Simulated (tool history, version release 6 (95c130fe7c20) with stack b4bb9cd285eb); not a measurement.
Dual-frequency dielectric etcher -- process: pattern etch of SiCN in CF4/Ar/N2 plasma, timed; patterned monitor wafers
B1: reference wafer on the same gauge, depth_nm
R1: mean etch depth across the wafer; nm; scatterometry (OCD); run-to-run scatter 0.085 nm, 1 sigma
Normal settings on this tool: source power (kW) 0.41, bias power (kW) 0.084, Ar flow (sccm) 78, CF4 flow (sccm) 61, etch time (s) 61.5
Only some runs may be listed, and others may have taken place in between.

run 1 hour=0 | source_power_(kW)=0.41 bias_power_(kW)=0.084 Ar_flow_(sccm)=78 CF4_flow_(sccm)=61 etch_time_(s)=61.5 | B1=54 | R1=59.6
run 2 hour=10.8 | source_power_(kW)=0.41 bias_power_(kW)=0.084 Ar_flow_(sccm)=78 CF4_flow_(sccm)=61 etch_time_(s)=61.5 | B1=54 | R1=59.5
-- hour=12.1 gauge calibrated
run 3 hour=27 | source_power_(kW)=0.41 bias_power_(kW)=0.084 Ar_flow_(sccm)=78 CF4_flow_(sccm)=61 etch_time_(s)=61.5 | B1=54 | R1=59.6
run 4 hour=33.5 | source_power_(kW)=0.41 bias_power_(kW)=0.084 Ar_flow_(sccm)=78 CF4_flow_(sccm)=55 etch_time_(s)=61.5 | B1=54 | R1=58.9
run 5 hour=45.2 | source_power_(kW)=0.48 bias_power_(kW)=0.084 Ar_flow_(sccm)=94 CF4_flow_(sccm)=75 etch_time_(s)=57 | B1=54 | R1=65.2
run 6 hour=51.3 | source_power_(kW)=0.41 bias_power_(kW)=0.067 Ar_flow_(sccm)=97 CF4_flow_(sccm)=61 etch_time_(s)=61.5 | B1=54 | R1=53.9
run 7 hour=63.8 | source_power_(kW)=0.35 bias_power_(kW)=0.075 Ar_flow_(sccm)=96 CF4_flow_(sccm)=65 etch_time_(s)=61.5 | B1=54 | R1=47.4
-- hour=68.2 bias power generator calibrated
run 8 hour=77.6 | source_power_(kW)=0.41 bias_power_(kW)=0.084 Ar_flow_(sccm)=78 CF4_flow_(sccm)=61 etch_time_(s)=61.5 | B1=54 | R1=59.6
run 9 hour=93 | source_power_(kW)=0.41 bias_power_(kW)=0.084 Ar_flow_(sccm)=78 CF4_flow_(sccm)=61 etch_time_(s)=61.5 | B1=54 | R1=59.7
run 10 hour=110.2 | source_power_(kW)=0.41 bias_power_(kW)=0.084 Ar_flow_(sccm)=78 CF4_flow_(sccm)=50 etch_time_(s)=61.5 | B1=54 | R1=58.2
run 11 hour=122.9 | source_power_(kW)=0.41 bias_power_(kW)=0.101 Ar_flow_(sccm)=91 CF4_flow_(sccm)=61 etch_time_(s)=44 | B1=54 | R1=44.2
run 12 hour=135.2 | source_power_(kW)=0.41 bias_power_(kW)=0.084 Ar_flow_(sccm)=93 CF4_flow_(sccm)=61 etch_time_(s)=75.5 | B1=54 | R1=71.3
-- hour=142.2 source power generator calibrated
run 13 hour=150.3 | source_power_(kW)=0.41 bias_power_(kW)=0.084 Ar_flow_(sccm)=78 CF4_flow_(sccm)=61 etch_time_(s)=61.5 | B1=54 | R1=57.4
run 14 hour=158 | source_power_(kW)=0.41 bias_power_(kW)=0.084 Ar_flow_(sccm)=93 CF4_flow_(sccm)=61 etch_time_(s)=61.5 | B1=54 | R1=55.8
run 15 hour=173.2 | source_power_(kW)=0.41 bias_power_(kW)=0.084 Ar_flow_(sccm)=78 CF4_flow_(sccm)=73 etch_time_(s)=50 | B1=54 | R1=47.9
run 16 hour=181 | source_power_(kW)=0.41 bias_power_(kW)=0.073 Ar_flow_(sccm)=72 CF4_flow_(sccm)=61 etch_time_(s)=67 | B1=54 | R1=60.9
run 17 hour=189.3 | source_power_(kW)=0.44 bias_power_(kW)=0.074 Ar_flow_(sccm)=78 CF4_flow_(sccm)=61 etch_time_(s)=67.5 | B1=54 | R1=65.5
run 18 hour=206.6 | source_power_(kW)=0.41 bias_power_(kW)=0.084 Ar_flow_(sccm)=78 CF4_flow_(sccm)=61 etch_time_(s)=61.5 | B1=54 | R1=57.6
run 19 hour=219.4 | source_power_(kW)=0.41 bias_power_(kW)=0.084 Ar_flow_(sccm)=78 CF4_flow_(sccm)=61 etch_time_(s)=61.5 | B1=54 | R1=57.6
run 20 hour=235.1 | source_power_(kW)=0.46 bias_power_(kW)=0.084 Ar_flow_(sccm)=78 CF4_flow_(sccm)=61 etch_time_(s)=61.5 | B1=54 | R1=65.1
run 21 hour=241.2 | source_power_(kW)=0.41 bias_power_(kW)=0.084 Ar_flow_(sccm)=78 CF4_flow_(sccm)=75 etch_time_(s)=79.5 | B1=54 | R1=76.5

Run 22 comes next. What will it give?
run 22 hour=252 | source_power_(kW)=0.41 bias_power_(kW)=0.084 Ar_flow_(sccm)=78 CF4_flow_(sccm)=61 etch_time_(s)=61.5 | B1=? | R1=?

For run 22 the tool returned B1 54, R1 57.7 nm.
Take away the tool's hidden state, keep the run-to-run variation as it was, and the same run would have given R1 56.9 nm.
